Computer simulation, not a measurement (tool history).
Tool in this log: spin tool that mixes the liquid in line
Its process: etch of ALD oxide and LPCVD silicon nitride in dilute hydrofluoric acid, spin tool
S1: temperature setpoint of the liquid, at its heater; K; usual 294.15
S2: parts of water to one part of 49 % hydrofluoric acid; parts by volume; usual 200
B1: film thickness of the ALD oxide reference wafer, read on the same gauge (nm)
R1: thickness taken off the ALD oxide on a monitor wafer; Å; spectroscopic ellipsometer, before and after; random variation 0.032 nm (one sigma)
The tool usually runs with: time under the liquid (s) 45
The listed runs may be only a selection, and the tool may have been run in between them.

run 1 hour=0 | S1=294.15 S2=200 time_under_the_liquid_(s)=45 | B1=150 | R1=50.3
run 2 hour=42.1 | S1=294.15 S2=200 time_under_the_liquid_(s)=45 | B1=149.97 | R1=50.1
run 3 hour=114.6 | S1=294.15 S2=200 time_under_the_liquid_(s)=45 | B1=149.98 | R1=50.6
run 4 hour=155.3 | S1=294.15 S2=200 time_under_the_liquid_(s)=45 | B1=149.98 | R1=49.9
run 5 hour=235.8 | S1=294.15 S2=200 time_under_the_liquid_(s)=45 | B1=150.01 | R1=49.6
run 6 hour=291.1 | S1=294.15 S2=200 time_under_the_liquid_(s)=45 | B1=150.02 | R1=49.8
run 7 hour=362.7 | S1=290.15 S2=200 time_under_the_liquid_(s)=45 | B1=149.98 | R1=42.9
run 8 hour=666.8 | S1=296.15 S2=235 time_under_the_liquid_(s)=60 | B1=150 | R1=61.3
run 9 hour=747.7 | S1=294.15 S2=285 time_under_the_liquid_(s)=65 | B1=149.94 | R1=48.7
run 10 hour=818.7 | S1=295.65 S2=200 time_under_the_liquid_(s)=55 | B1=150 | R1=67.2
run 11 hour=874.1 | S1=290.65 S2=170 time_under_the_liquid_(s)=45 | B1=149.98 | R1=54.8
run 12 hour=925.7 | S1=294.15 S2=200 time_under_the_liquid_(s)=45 | B1=149.98 | R1=51.5
run 13 hour=970.2 | S1=291.15 S2=230 time_under_the_liquid_(s)=30 | B1=150.03 | R1=26.2
run 14 hour=1056.1 | S1=290.15 S2=175 time_under_the_liquid_(s)=45 | B1=149.97 | R1=51.4
run 15 hour=1156.4 | S1=291.65 S2=265 time_under_the_liquid_(s)=40 | B1=150.01 | R1=28.7
run 16 hour=1222.9 | S1=294.15 S2=200 time_under_the_liquid_(s)=70 | B1=150.01 | R1=78.7
run 17 hour=1299.5 | S1=295.65 S2=200 time_under_the_liquid_(s)=45 | B1=150 | R1=53.1
run 18 hour=1402.1 | S1=294.15 S2=170 time_under_the_liquid_(s)=70 | B1=150.01 | R1=93.8
run 19 hour=1479.4 | S1=297.15 S2=200 time_under_the_liquid_(s)=45 | B1=149.98 | R1=55.9
run 20 hour=1545.2 | S1=294.15 S2=255 time_under_the_liquid_(s)=45 | B1=149.99 | R1=37.3
run 21 hour=1603.3 | S1=291.15 S2=285 time_under_the_liquid_(s)=65 | B1=150.05 | R1=41.7
run 22 hour=1698.8 | S1=298.65 S2=200 time_under_the_liquid_(s)=45 | B1=150 | R1=58.7
run 23 hour=1793.5 | S1=294.15 S2=200 time_under_the_liquid_(s)=45 | B1=150.03 | R1=49.8
run 24 hour=1897.4 | S1=292.15 S2=200 time_under_the_liquid_(s)=55 | B1=150.02 | R1=58.5
run 25 hour=1969.2 | S1=294.15 S2=200 time_under_the_liquid_(s)=25 | B1=149.99 | R1=28.8

Taken out of this log: 3 entries between the listed runs. Where each belongs, and how the hidden state differs across it:
Run 7 -> run 8: thermometer replaced (hour 657.7)
  liquid colder than its thermometer reads (K): 0.851 -> 0.0104; hydrofluoric acid flow above the setpoint (%): 1.02 -> 1.58
  what was measured, less what the result would be without the hidden state, R1: -1 -> +1.2 Å
Run 14 -> run 15: hydrofluoric acid flow meter replaced (hour 1120.3)
  liquid colder than its thermometer reads (K): 0.392 -> 0.491; hydrofluoric acid flow above the setpoint (%): 2.29 -> 0.0806
  what was measured, less what the result would be without the hidden state, R1: +0.5 -> -0.5 Å
Run 23 -> run 24: thermometer replaced (hour 1864.4)
  liquid colder than its thermometer reads (K): 1.12 -> 0.15; hydrofluoric acid flow above the setpoint (%): 1.25 -> 1.44
  what was measured, less what the result would be without the hidden state, R1: -1.4 -> +0.6 Å
